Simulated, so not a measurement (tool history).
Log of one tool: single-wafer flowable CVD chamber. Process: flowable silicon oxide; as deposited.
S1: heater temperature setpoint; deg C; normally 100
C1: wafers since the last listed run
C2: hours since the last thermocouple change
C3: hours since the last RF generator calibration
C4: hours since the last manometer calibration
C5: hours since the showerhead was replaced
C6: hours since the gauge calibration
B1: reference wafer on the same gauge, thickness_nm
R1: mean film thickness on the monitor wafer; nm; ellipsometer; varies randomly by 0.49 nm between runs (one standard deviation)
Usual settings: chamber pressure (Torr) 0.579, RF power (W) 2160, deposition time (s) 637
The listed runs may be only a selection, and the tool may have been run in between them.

run 1 hour=0.0 | S1=107 chamber_pressure_(Torr)=0.579 RF_power_(W)=2160 deposition_time_(s)=600 | C1=0 C2=2501.0 C3=670.6 C4=1511.9 C5=2547.6 C6=22.7 | B1=232.099 | R1=157.159
run 2 hour=7.3 | S1=107 chamber_pressure_(Torr)=0.579 RF_power_(W)=2160 deposition_time_(s)=600 | C1=21 C2=2508.3 C3=677.9 C4=1519.2 C5=2554.9 C6=30.0 | B1=231.948 | R1=156.712
run 3 hour=13.8 | S1=100 chamber_pressure_(Torr)=0.485 RF_power_(W)=2160 deposition_time_(s)=637 | C1=18 C2=2514.8 C3=684.4 C4=1525.7 C5=2561.4 C6=36.5 | B1=231.878 | R1=171.560
run 4 hour=25.3 | S1=100 chamber_pressure_(Torr)=0.485 RF_power_(W)=2160 deposition_time_(s)=637 | C1=33 C2=2526.3 C3=695.9 C4=1537.2 C5=2572.9 C6=48.0 | B1=232.177 | R1=171.646
run 5 hour=38.9 | S1=100 chamber_pressure_(Torr)=0.485 RF_power_(W)=2160 deposition_time_(s)=637 | C1=39 C2=2539.9 C3=709.5 C4=1550.8 C5=2586.5 C6=61.6 | B1=231.685 | R1=171.308
-- hour=51.1 capacitance manometer re-zeroed and calibrated
-- hour=58.1 showerhead replaced
run 6 hour=58.6 | S1=108 chamber_pressure_(Torr)=0.579 RF_power_(W)=2160 deposition_time_(s)=637 | C1=13 C2=2559.6 C3=729.2 C4=7.5 C5=0.5 C6=81.3 | B1=231.970 | R1=161.127
run 7 hour=64.4 | S1=100 chamber_pressure_(Torr)=0.579 RF_power_(W)=2365 deposition_time_(s)=637 | C1=16 C2=2565.4 C3=735.0 C4=13.3 C5=6.3 C6=87.1 | B1=231.938 | R1=207.364
run 8 hour=74.7 | S1=100 chamber_pressure_(Torr)=0.579 RF_power_(W)=2160 deposition_time_(s)=637 | C1=30 C2=2575.7 C3=745.3 C4=23.6 C5=16.6 C6=97.4 | B1=232.145 | R1=202.927
run 9 hour=80.8 | S1=100 chamber_pressure_(Torr)=0.526 RF_power_(W)=2160 deposition_time_(s)=678 | C1=17 C2=2581.8 C3=751.4 C4=29.7 C5=22.7 C6=103.5 | B1=231.995 | R1=195.619
run 10 hour=87.7 | S1=85 chamber_pressure_(Torr)=0.579 RF_power_(W)=2160 deposition_time_(s)=584 | C1=20 C2=2588.7 C3=758.3 C4=36.6 C5=29.6 C6=110.4 | B1=232.269 | R1=287.910
-- hour=96.0 RF generator calibrated
-- hour=97.4 thermocouple changed; heater temperature recalibrated
run 11 hour=97.9 | S1=104 chamber_pressure_(Torr)=0.579 RF_power_(W)=1995 deposition_time_(s)=594 | C1=2 C2=0.5 C3=1.9 C4=46.8 C5=39.8 C6=120.6 | B1=231.980 | R1=198.924
-- hour=103.7 gauge calibrated
run 12 hour=105.5 | S1=100 chamber_pressure_(Torr)=0.485 RF_power_(W)=2160 deposition_time_(s)=637 | C1=22 C2=8.1 C3=9.5 C4=54.4 C5=47.4 C6=1.8 | B1=232.090 | R1=205.565
run 13 hour=120.8 | S1=92 chamber_pressure_(Torr)=0.579 RF_power_(W)=2555 deposition_time_(s)=637 | C1=44 C2=23.4 C3=24.8 C4=69.7 C5=62.7 C6=17.1 | B1=231.943 | R1=316.218
run 14 hour=130.5 | S1=112 chamber_pressure_(Torr)=0.677 RF_power_(W)=1760 deposition_time_(s)=637 | C1=28 C2=33.1 C3=34.5 C4=79.4 C5=72.4 C6=26.8 | B1=231.933 | R1=188.991

List, for all runs, the conditions of the tool that the log does not record:
delivered RF power above the setpoint (%): 0 in every run
true pressure above the setpoint (%): 0 in every run
gauge reads high (%): 0 in every run
H1: wafer temperature above the value expected at the setpoint (K)
run=1 H1=5.75
run=2 H1=5.77
run=3 H1=5.79
run=4 H1=5.82
run=5 H1=5.85
run=6 H1=5.91
run=7 H1=5.92
run=8 H1=5.95
run=9 H1=5.96
run=10 H1=5.98
run=11 H1=-0.308
run=12 H1=-0.288
run=13 H1=-0.248
run=14 H1=-0.223

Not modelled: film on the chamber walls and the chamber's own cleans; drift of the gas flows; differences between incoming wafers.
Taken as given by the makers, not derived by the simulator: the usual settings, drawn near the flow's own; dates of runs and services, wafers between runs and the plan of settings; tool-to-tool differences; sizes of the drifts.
